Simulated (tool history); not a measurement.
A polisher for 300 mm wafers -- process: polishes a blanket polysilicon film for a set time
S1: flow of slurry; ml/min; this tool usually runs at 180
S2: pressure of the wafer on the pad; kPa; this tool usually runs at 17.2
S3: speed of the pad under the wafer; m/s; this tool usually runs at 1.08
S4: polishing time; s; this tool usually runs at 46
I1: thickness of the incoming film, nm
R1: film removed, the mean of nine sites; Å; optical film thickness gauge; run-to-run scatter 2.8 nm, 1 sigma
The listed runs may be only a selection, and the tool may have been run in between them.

run,hour,S1,S2,S3,S4,I1,R1
1,0.0,180,17.2,1.08,46,998.2,3057
2,43.7,150,17.2,1.08,46,998.4,2987
3,86.0,150,17.2,1.08,46,1017.8,3141
4,122.5,180,17.2,1.08,46,1020.9,3169
5,166.1,180,17.2,1.08,46,1029.3,3111
6,248.2,180,17.2,1.08,46,1013.1,3102
7,299.3,180,17.2,0.84,46,1016.5,2582
8,379.6,180,17.2,1.08,46,1028.2,3133
9,419.4,180,17.2,1.08,46,1018.3,3123
10,475.9,180,17.2,1.08,46,1002.1,3035
11,567.1,180,17.2,1.08,46,1005.3,3301
12,609.4,240,22.1,0.86,59,1000.7,4639
13,711.2,180,17.2,1.08,46,1011.1,3136
14,796.8,205,22.1,0.78,53,1003.5,3719
15,894.9,180,12.4,0.84,54,994.4,2294
16,995.0,215,23.4,1.08,46,1017.7,4247
17,1034.9,180,17.2,1.08,46,1005.3,3117
18,1077.4,155,17.2,1.08,46,1012.9,2976
19,1128.4,180,17.2,1.08,46,1003.2,3275
20,1222.0,120,17.2,0.86,46,1014.4,2540
21,1322.0,130,15.2,1.34,55,1025.4,3611

Missing from the log above: 10 entries noted between runs. For each, name the pair of listed runs it sits between and say how the tool's hidden condition differs from the listed run just before to the listed run just after:
Between runs 2 and 3: worn pad replaced by a new one (hour 63.8)
  removal rate lost through wear of the pad, %: 8.29 -> 2.23
  what was measured, less what the result would be without the hidden state, R1: -270 -> -72 Å
Between runs 5 and 6: slurry nozzle cleaned (hour 247.7)
  removal rate lost through wear of the pad, %: 6.03 -> 7.58
  what was measured, less what the result would be without the hidden state, R1: -200 -> -254 Å
Between runs 7 and 8: worn pad replaced by a new one (hour 312.6)
  removal rate lost through wear of the pad, %: 8.03 -> 5.19
  what was measured, less what the result would be without the hidden state, R1: -225 -> -172 Å
Between runs 10 and 11: worn pad replaced by a new one (hour 564.2)
  removal rate lost through wear of the pad, %: 7.74 -> 0.826
  what was measured, less what the result would be without the hidden state, R1: -255 -> -28 Å
Between runs 11 and 12: slurry nozzle cleaned (hour 572.9); head pressure recalibrated (hour 595.2)
  removal rate lost through wear of the pad, %: 0.826 -> 3.85
  what was measured, less what the result would be without the hidden state, R1: -28 -> -185 Å
Between runs 14 and 15: slurry nozzle cleaned (hour 854.4); worn pad replaced by a new one (hour 857.0)
  removal rate lost through wear of the pad, %: 8.16 -> 3.23
  what was measured, less what the result would be without the hidden state, R1: -331 -> -76 Å
Between runs 18 and 19: slurry nozzle cleaned (hour 1116.6); worn pad replaced by a new one (hour 1120.2)
  removal rate lost through wear of the pad, %: 7.88 -> 0.834
  what was measured, less what the result would be without the hidden state, R1: -254 -> -27 Å
